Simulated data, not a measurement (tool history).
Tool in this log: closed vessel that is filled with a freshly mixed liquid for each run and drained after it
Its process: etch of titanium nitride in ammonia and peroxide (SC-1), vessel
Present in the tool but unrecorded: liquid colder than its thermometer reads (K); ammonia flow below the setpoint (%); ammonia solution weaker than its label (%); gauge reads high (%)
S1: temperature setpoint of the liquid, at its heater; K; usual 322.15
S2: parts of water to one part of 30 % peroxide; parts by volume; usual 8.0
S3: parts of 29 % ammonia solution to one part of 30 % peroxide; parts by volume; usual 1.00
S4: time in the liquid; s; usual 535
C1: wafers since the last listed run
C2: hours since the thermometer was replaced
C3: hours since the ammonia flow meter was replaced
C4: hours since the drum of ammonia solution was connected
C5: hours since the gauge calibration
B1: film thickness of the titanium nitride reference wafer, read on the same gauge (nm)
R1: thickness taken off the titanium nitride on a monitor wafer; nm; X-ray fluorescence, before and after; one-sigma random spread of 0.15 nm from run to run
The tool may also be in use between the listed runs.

{"run": 1, "hour": 0.0, "S1": 327.15, "S2": 8.0, "S3": 1.0, "S4": 670, "C1": 0, "C2": 521.4, "C3": 1623.7, "C4": 196.3, "C5": 266.7, "B1": 70.02, "R1": 46.54}
{"run": 2, "hour": 65.2, "S1": 322.15, "S2": 8.0, "S3": 1.0, "S4": 535, "C1": 5631, "C2": 586.6, "C3": 1688.9, "C4": 261.5, "C5": 331.9, "B1": 70.0, "R1": 26.39}
{"run": 3, "hour": 90.7, "S1": 322.15, "S2": 8.0, "S3": 1.0, "S4": 535, "C1": 2202, "C2": 612.1, "C3": 1714.4, "C4": 287.0, "C5": 357.4, "B1": 70.02, "R1": 26.24}
{"run": 4, "hour": 143.1, "S1": 322.15, "S2": 8.0, "S3": 1.0, "S4": 535, "C1": 4526, "C2": 664.5, "C3": 1766.8, "C4": 339.4, "C5": 409.8, "B1": 70.01, "R1": 26.27}
{"run": 5, "hour": 188.3, "S1": 322.15, "S2": 7.0, "S3": 1.0, "S4": 535, "C1": 3904, "C2": 709.7, "C3": 1812.0, "C4": 384.6, "C5": 455.0, "B1": 70.0, "R1": 27.81}
{"run": 6, "hour": 214.1, "S1": 322.15, "S2": 7.0, "S3": 1.0, "S4": 535, "C1": 2228, "C2": 735.5, "C3": 1837.8, "C4": 410.4, "C5": 480.8, "B1": 70.01, "R1": 27.8}
{"run": 7, "hour": 253.5, "S1": 322.15, "S2": 7.0, "S3": 1.0, "S4": 535, "C1": 3403, "C2": 774.9, "C3": 1877.2, "C4": 449.8, "C5": 520.2, "B1": 69.98, "R1": 27.96}
{"run": 8, "hour": 310.3, "S1": 322.15, "S2": 8.0, "S3": 1.0, "S4": 535, "C1": 4906, "C2": 831.7, "C3": 1934.0, "C4": 506.6, "C5": 577.0, "B1": 70.03, "R1": 26.15}
{"hour": 334.3, "done": "thermometer replaced"}
{"run": 9, "hour": 365.7, "S1": 322.15, "S2": 8.0, "S3": 1.0, "S4": 535, "C1": 4698, "C2": 31.4, "C3": 1989.4, "C4": 562.0, "C5": 632.4, "B1": 70.0, "R1": 26.35}
{"hour": 535.7, "done": "gauge calibrated"}
{"run": 10, "hour": 557.3, "S1": 322.15, "S2": 8.0, "S3": 1.0, "S4": 470, "C1": 16549, "C2": 223.0, "C3": 2181.0, "C4": 753.6, "C5": 21.6, "B1": 70.0, "R1": 23.22}
{"run": 11, "hour": 601.0, "S1": 322.15, "S2": 8.0, "S3": 1.0, "S4": 470, "C1": 3774, "C2": 266.7, "C3": 2224.7, "C4": 797.3, "C5": 65.3, "B1": 70.01, "R1": 23.24}
{"run": 12, "hour": 638.3, "S1": 322.15, "S2": 8.0, "S3": 0.75, "S4": 535, "C1": 3221, "C2": 304.0, "C3": 2262.0, "C4": 834.6, "C5": 102.6, "B1": 69.99, "R1": 25.3}
{"run": 13, "hour": 669.8, "S1": 328.15, "S2": 8.0, "S3": 1.0, "S4": 535, "C1": 2720, "C2": 335.5, "C3": 2293.5, "C4": 866.1, "C5": 134.1, "B1": 70.02, "R1": 39.89}
{"run": 14, "hour": 734.3, "S1": 315.65, "S2": 10.5, "S3": 1.2, "S4": 300, "C1": 5571, "C2": 400.0, "C3": 2358.0, "C4": 930.6, "C5": 198.6, "B1": 70.01, "R1": 8.32}
{"hour": 745.1, "done": "new drum of ammonia solution connected"}
{"run": 15, "hour": 783.8, "S1": 315.15, "S2": 10.0, "S3": 0.6, "S4": 745, "C1": 4189, "C2": 449.5, "C3": 2407.5, "C4": 38.7, "C5": 248.1, "B1": 70.0, "R1": 18.23}
{"run": 16, "hour": 854.7, "S1": 322.15, "S2": 8.0, "S3": 1.2, "S4": 805, "C1": 6124, "C2": 520.4, "C3": 2478.4, "C4": 109.6, "C5": 319.0, "B1": 70.01, "R1": 39.95}
{"hour": 861.4, "done": "ammonia flow meter replaced"}
{"run": 17, "hour": 885.8, "S1": 318.65, "S2": 8.0, "S3": 1.0, "S4": 535, "C1": 2599, "C2": 551.5, "C3": 24.4, "C4": 140.7, "C5": 350.1, "B1": 70.02, "R1": 20.26}
{"run": 18, "hour": 915.2, "S1": 322.15, "S2": 8.0, "S3": 1.0, "S4": 535, "C1": 2539, "C2": 580.9, "C3": 53.8, "C4": 170.1, "C5": 379.5, "B1": 69.99, "R1": 26.31}
{"run": 19, "hour": 977.7, "S1": 322.15, "S2": 11.5, "S3": 1.0, "S4": 535, "C1": 5398, "C2": 643.4, "C3": 116.3, "C4": 232.6, "C5": 442.0, "B1": 70.02, "R1": 21.54}
{"run": 20, "hour": 1015.3, "S1": 322.15, "S2": 8.0, "S3": 1.2, "S4": 535, "C1": 3247, "C2": 681.0, "C3": 153.9, "C4": 270.2, "C5": 479.6, "B1": 69.98, "R1": 26.75}
{"run": 21, "hour": 1077.2, "S1": 322.15, "S2": 8.0, "S3": 1.0, "S4": 535, "C1": 5346, "C2": 742.9, "C3": 215.8, "C4": 332.1, "C5": 541.5, "B1": 70.02, "R1": 26.15}
{"run": 22, "hour": 1133.4, "S1": 322.15, "S2": 5.0, "S3": 1.0, "S4": 535, "C1": 4854, "C2": 799.1, "C3": 272.0, "C4": 388.3, "C5": 597.7, "B1": 70.0, "R1": 32.42}
{"run": 23, "hour": 1181.3, "S1": 315.15, "S2": 8.0, "S3": 0.75, "S4": 535, "C1": 4137, "C2": 847.0, "C3": 319.9, "C4": 436.2, "C5": 645.6, "B1": 70.01, "R1": 15.09}
{"run": 24, "hour": 1245.2, "S1": 322.15, "S2": 8.0, "S3": 1.0, "S4": 535, "C1": 5519, "C2": 910.9, "C3": 383.8, "C4": 500.1, "C5": 709.5, "B1": 70.03, "R1": 25.69}
{"hour": 1255.1, "done": "thermometer replaced"}
{"run": 25, "hour": 1277.9, "S1": 319.65, "S2": 9.5, "S3": 1.0, "S4": 695, "C1": 2738, "C2": 22.8, "C3": 416.5, "C4": 532.8, "C5": 742.2, "B1": 69.97, "R1": 26.56}
{"hour": 1304.7, "done": "gauge calibrated"}
{"run": 26, "hour": 1329.9, "S1": 315.15, "S2": 8.0, "S3": 0.6, "S4": 615, "C1": 4491, "C2": 74.8, "C3": 468.5, "C4": 584.8, "C5": 25.2, "B1": 70.01, "R1": 17.17}
{"run": 27, "hour": 1376.9, "S1": 316.65, "S2": 11.0, "S3": 1.0, "S4": 535, "C1": 4059, "C2": 121.8, "C3": 515.5, "C4": 631.8, "C5": 72.2, "B1": 70.01, "R1": 15.26}

Take each entry between the runs: how does the hidden state at the last listed run before it differ from the hidden state at the first listed run after it?
In the gap between runs 8 and 9: thermometer replaced (hour 334.3)
  liquid colder than its thermometer reads (K): 0.354 -> 0.0724
  measured value less the no-hidden-state value, R1: -0.65 -> -0.13 nm
In the gap between runs 9 and 10: gauge calibrated (hour 535.7)
  liquid colder than its thermometer reads (K): 0.0724 -> 0.15
  measured value less the no-hidden-state value, R1: -0.13 -> -0.25 nm
In the gap between runs 14 and 15: new drum of ammonia solution connected (hour 745.1)
  liquid colder than its thermometer reads (K): 0.222 -> 0.242
  measured value less the no-hidden-state value, R1: -0.13 -> -0.32 nm
In the gap between runs 16 and 17: ammonia flow meter replaced (hour 861.4)
  liquid colder than its thermometer reads (K): 0.271 -> 0.284
  measured value less the no-hidden-state value, R1: -0.77 -> -0.41 nm
In the gap between runs 24 and 25: thermometer replaced (hour 1255.1)
  liquid colder than its thermometer reads (K): 0.43 -> 0.0184
  measured value less the no-hidden-state value, R1: -0.79 -> -0.04 nm
In the gap between runs 25 and 26: gauge calibrated (hour 1304.7)
  liquid colder than its thermometer reads (K): 0.0184 -> 0.0395
  measured value less the no-hidden-state value, R1: -0.04 -> -0.05 nm
